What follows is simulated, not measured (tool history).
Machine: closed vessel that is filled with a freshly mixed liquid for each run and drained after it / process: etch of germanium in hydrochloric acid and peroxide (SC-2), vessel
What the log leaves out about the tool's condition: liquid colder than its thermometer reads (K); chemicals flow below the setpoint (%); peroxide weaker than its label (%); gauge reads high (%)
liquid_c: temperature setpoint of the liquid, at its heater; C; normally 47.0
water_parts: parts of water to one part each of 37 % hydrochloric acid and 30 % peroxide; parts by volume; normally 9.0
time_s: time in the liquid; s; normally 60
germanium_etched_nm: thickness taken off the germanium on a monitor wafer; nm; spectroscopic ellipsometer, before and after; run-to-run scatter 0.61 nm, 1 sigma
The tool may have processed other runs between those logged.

run    hour  liquid_c  water_parts  time_s  wafers since the last listed run  hours since the thermometer was replaced  hours since the chemicals flow meter was replaced  hours since the drum of peroxide was connected  hours since the gauge calibration  read-back film thickness of the germanium reference wafer, read on the same gauge (nm)  germanium_etched_nm
  1     0.0      47.0          8.0      60                                 0                                     623.5                                             1899.5                                            59.2                                9.0                                                                                   30.01                76.62
  2    96.0      47.0          8.0      60                              7791                                     719.5                                             1995.5                                           155.2                              105.0                                                                                   30.00                75.36
  3   167.7      47.0          9.0      60                              5819                                     791.2                                             2067.2                                           226.9                              176.7                                                                                   30.00                74.85
  4   209.5      47.0          9.0      60                              3392                                     833.0                                             2109.0                                           268.7                              218.5                                                                                   30.01                74.75
  5   306.9      47.0          9.0      60                              7905                                     930.4                                             2206.4                                           366.1                              315.9                                                                                   30.03                74.38
  6   352.7      47.0          6.5      60                              3717                                     976.2                                             2252.2                                           411.9                              361.7                                                                                   29.99                75.57
      412.1  -- chemicals flow meter replaced
  7   417.5      47.0          6.5      60                              5178                                    1041.0                                                5.4                                           476.7                              426.5                                                                                   29.99                76.78
  8   513.2      40.5          9.0      60                              7767                                    1136.7                                              101.1                                           572.4                              522.2                                                                                   30.00                60.12
  9   557.8      57.0          9.0      85                              3619                                    1181.3                                              145.7                                           617.0                              566.8                                                                                   29.98               144.38
 10   654.1      52.5          8.0      70                              7815                                    1277.6                                              242.0                                           713.3                              663.1                                                                                   30.01               103.10
 11   731.0      44.0         12.5      60                              6241                                    1354.5                                              318.9                                           790.2                              740.0                                                                                   30.01                64.77
 12   797.1      47.0          9.0      85                              5364                                    1420.6                                              385.0                                           856.3                              806.1                                                                                   29.99               105.82
 13   833.9      56.0          9.0      60                              2986                                    1457.4                                              421.8                                           893.1                              842.9                                                                                   29.99                97.74
 14   897.3      47.0          9.0      60                              5145                                    1520.8                                              485.2                                           956.5                              906.3                                                                                   30.00                73.58
 15  1001.6      47.0          9.0      60                              8465                                    1625.1                                              589.5                                          1060.8                             1010.6                                                                                   29.97                72.46
 16  1051.9      47.0          5.5      60                              4082                                    1675.4                                              639.8                                          1111.1                             1060.9                                                                                   30.00                74.14
 17  1104.2      47.0          9.0      60                              4244                                    1727.7                                              692.1                                          1163.4                             1113.2                                                                                   30.00                72.03
 18  1204.6      47.0          9.0      60                              8148                                    1828.1                                              792.5                                          1263.8                             1213.6                                                                                   30.01                71.57
     1216.3  -- new drum of peroxide connected
 19  1309.7      54.5          9.0      70                              8448                                    1933.2                                              897.6                                            93.4                             1318.7                                                                                   30.01               107.14
 20  1379.1      47.0          9.0      60                              5632                                    2002.6                                              967.0                                           162.8                             1388.1                                                                                   30.01                70.95
     1407.7  -- thermometer replaced
 21  1469.3      47.0          9.0      60                              7239                                      61.6                                             1057.2                                           253.0                             1478.3                                                                                   30.02                75.09
 22  1508.9      55.0         12.0      45                              3214                                     101.2                                             1096.8                                           292.6                             1517.9                                                                                   29.99                72.37
 23  1615.9      52.5          6.5      60                              8684                                     208.2                                             1203.8                                           399.6                             1624.9                                                                                   30.00                93.13
 24  1713.8      40.0          5.0      60                              7945                                     306.1                                             1301.7                                           497.5                             1722.8                                                                                   29.99                61.86
 25  1786.4      38.0          9.0      60                              5892                                     378.7                                             1374.3                                           570.1                             1795.4                                                                                   30.00                55.75
 26  1883.2      47.0          9.0      60                              7856                                     475.5                                             1471.1                                           666.9                             1892.2                                                                                   29.99                75.91
 27  1979.3      47.0          9.0      60                              7799                                     571.6                                             1567.2                                           763.0                             1988.3                                                                                   30.00                75.66
 28  2070.3      57.0          7.5      30                              7385                                     662.6                                             1658.2                                           854.0                             2079.3                                                                                   29.98                51.61
 29  2171.6      51.0          9.0      85                              8221                                     763.9                                             1759.5                                           955.3                             2180.6                                                                                   30.00               119.24
 30  2225.2      53.5          5.0      30                              4350                                     817.5                                             1813.1                                          1008.9                             2234.2                                                                                   30.00                47.62
 31  2262.1      42.0         10.5      60                              2994                                     854.4                                             1850.0                                          1045.8                             2271.1                                                                                   29.99                63.74

Below are 3 alternative next runs, each starting from the tool's condition after run 31. Predict each:
  A  2262.8      47.0          9.0      30                                56                                     855.1                                             1850.7                                          1046.5                             2271.8                                                                                       ?                    ?
  B  2262.8      47.0          9.0      90                                56                                     855.1                                             1850.7                                          1046.5                             2271.8                                                                                       ?                    ?
  C  2262.8      47.0          4.5      45                                56                                     855.1                                             1850.7                                          1046.5                             2271.8                                                                                       ?                    ?

run  read-back film thickness of the germanium reference wafer, read on the same gauge (nm)  germanium_etched_nm
  A                                                                                   30.00                37.20
  B                                                                                   30.00               111.61
  C                                                                                   30.00                57.47
The same runs, with their run-to-run variation unchanged, on a tool lacking any hidden condition would have given:
run  germanium_etched_nm
  A                38.17
  B               114.50
  C                58.99
